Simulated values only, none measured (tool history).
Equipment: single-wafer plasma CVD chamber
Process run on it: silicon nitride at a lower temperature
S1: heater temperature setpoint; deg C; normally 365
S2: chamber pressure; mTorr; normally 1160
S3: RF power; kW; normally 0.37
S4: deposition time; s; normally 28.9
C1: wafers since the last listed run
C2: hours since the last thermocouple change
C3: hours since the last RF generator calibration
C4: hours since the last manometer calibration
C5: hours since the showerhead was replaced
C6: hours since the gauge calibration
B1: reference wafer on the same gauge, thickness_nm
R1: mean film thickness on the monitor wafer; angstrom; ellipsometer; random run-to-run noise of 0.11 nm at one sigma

| run | hour | S1 | S2 | S3 | S4 | C1 | C2 | C3 | C4 | C5 | C6 | B1 | R1 |
|---|---|---|---|---|---|---|---|---|---|---|---|---|---|
| 1 | 0 | 365 | 1160 | 0.37 | 28.9 | 0 | 2145.4 | 1052.1 | 1709.6 | 5366.8 | 344.1 | 34.564 | 321.69 |
| 2 | 8.8 | 365 | 1160 | 0.37 | 28.9 | 233 | 2154.2 | 1060.9 | 1718.4 | 5375.6 | 352.9 | 34.631 | 322.4 |
| 3 | 24.1 | 365 | 1160 | 0.37 | 28.9 | 406 | 2169.5 | 1076.2 | 1733.7 | 5390.9 | 368.2 | 34.608 | 322.43 |
| 4 | 37.8 | 365 | 1160 | 0.37 | 28.9 | 363 | 2183.2 | 1089.9 | 1747.4 | 5404.6 | 381.9 | 34.557 | 323.48 |
| 5 | 44.4 | 365 | 1160 | 0.37 | 28.9 | 175 | 2189.8 | 1096.5 | 1754 | 5411.2 | 388.5 | 34.592 | 322.79 |
| 6 | 60 | 365 | 1160 | 0.37 | 28.9 | 414 | 2205.4 | 1112.1 | 1769.6 | 5426.8 | 404.1 | 34.64 | 322.36 |
| 7 | 75.4 | 365 | 1160 | 0.37 | 28.9 | 408 | 2220.8 | 1127.5 | 1785 | 5442.2 | 419.5 | 34.566 | 322.9 |
| 8 | 82.8 | 365 | 1350 | 0.425 | 28.9 | 196 | 2228.2 | 1134.9 | 1792.4 | 5449.6 | 426.9 | 34.618 | 358.64 |
| 9 | 94.7 | 365 | 1160 | 0.37 | 28.9 | 316 | 2240.1 | 1146.8 | 1804.3 | 5461.5 | 438.8 | 34.597 | 322.79 |
|  | 109.7 | capacitance manometer re-zeroed and calibrated |
| 10 | 110.2 | 365 | 1330 | 0.37 | 26.5 | 199 | 2255.6 | 1162.3 | 0.5 | 5477 | 454.3 | 34.606 | 305.81 |
| 11 | 116.3 | 365 | 1160 | 0.37 | 28.9 | 161 | 2261.7 | 1168.4 | 6.6 | 5483.1 | 460.4 | 34.609 | 323.29 |
|  | 134.7 | showerhead replaced |
|  | 136.9 | thermocouple changed; heater temperature recalibrated |
| 12 | 137.4 | 377 | 1160 | 0.37 | 28.9 | 289 | 0.5 | 1189.5 | 27.7 | 2.7 | 481.5 | 34.614 | 322.24 |
|  | 138.4 | gauge calibrated |
| 13 | 139.8 | 365 | 1010 | 0.37 | 32.8 | 63 | 2.9 | 1191.9 | 30.1 | 5.1 | 1.4 | 34.609 | 351.73 |
| 14 | 145.9 | 365 | 1320 | 0.37 | 28.9 | 161 | 9 | 1198 | 36.2 | 11.2 | 7.5 | 34.596 | 333.41 |
| 15 | 160.7 | 365 | 1290 | 0.415 | 27.2 | 393 | 23.8 | 1212.8 | 51 | 26 | 22.3 | 34.572 | 329.68 |
| 16 | 178.4 | 365 | 1160 | 0.37 | 28.9 | 470 | 41.5 | 1230.5 | 68.7 | 43.7 | 40 | 34.63 | 323.69 |
| 17 | 192.2 | 350 | 1160 | 0.415 | 28.9 | 366 | 55.3 | 1244.3 | 82.5 | 57.5 | 53.8 | 34.599 | 342.11 |
| 18 | 205.3 | 365 | 870 | 0.4 | 28.9 | 347 | 68.4 | 1257.4 | 95.6 | 70.6 | 66.9 | 34.617 | 312.69 |
| 19 | 212.5 | 354 | 1410 | 0.3 | 30.7 | 191 | 75.6 | 1264.6 | 102.8 | 77.8 | 74.1 | 34.626 | 324.85 |
| 20 | 218.6 | 365 | 1010 | 0.37 | 32.8 | 161 | 81.7 | 1270.7 | 108.9 | 83.9 | 80.2 | 34.571 | 352.5 |
| 21 | 233.9 | 375 | 1370 | 0.42 | 23.5 | 406 | 97 | 1286 | 124.2 | 99.2 | 95.5 | 34.59 | 291.39 |
|  | 252 | RF generator calibrated |
| 22 | 252.5 | 365 | 1430 | 0.37 | 28.9 | 281 | 115.6 | 0.5 | 142.8 | 117.8 | 114.1 | 34.615 | 338.54 |
| 23 | 268.4 | 365 | 1430 | 0.37 | 28.9 | 422 | 131.5 | 16.4 | 158.7 | 133.7 | 130 | 34.591 | 339.68 |
| 24 | 283.2 | 375 | 940 | 0.37 | 26.7 | 393 | 146.3 | 31.2 | 173.5 | 148.5 | 144.8 | 34.607 | 280.9 |
| 25 | 294.7 | 365 | 1290 | 0.325 | 28.9 | 305 | 157.8 | 42.7 | 185 | 160 | 156.3 | 34.601 | 310.63 |
| 26 | 336.7 | 365 | 1160 | 0.37 | 28.9 | 1115 | 199.8 | 84.7 | 227 | 202 | 198.3 | 34.591 | 322.34 |
| 27 | 354.4 | 361 | 1340 | 0.37 | 28.9 | 470 | 217.5 | 102.4 | 244.7 | 219.7 | 216 | 34.609 | 334.88 |
| 28 | 362.5 | 361 | 970 | 0.315 | 32.1 | 215 | 225.6 | 110.5 | 252.8 | 227.8 | 224.1 | 34.564 | 312.37 |
| 29 | 377.1 | 365 | 1160 | 0.37 | 32.9 | 387 | 240.2 | 125.1 | 267.4 | 242.4 | 238.7 | 34.59 | 368.45 |
| 30 | 384.6 | 365 | 1160 | 0.345 | 28.9 | 199 | 247.7 | 132.6 | 274.9 | 249.9 | 246.2 | 34.62 | 312.27 |

For each run, what was the tool's unlogged condition?
wafer temperature above the value expected at the setpoint (K): 0, the same for each run
delivered RF power above the setpoint (%): 0, the same for each run
true pressure above the setpoint (%): 0, the same for each run
gauge reads high (%): 0, the same for each run

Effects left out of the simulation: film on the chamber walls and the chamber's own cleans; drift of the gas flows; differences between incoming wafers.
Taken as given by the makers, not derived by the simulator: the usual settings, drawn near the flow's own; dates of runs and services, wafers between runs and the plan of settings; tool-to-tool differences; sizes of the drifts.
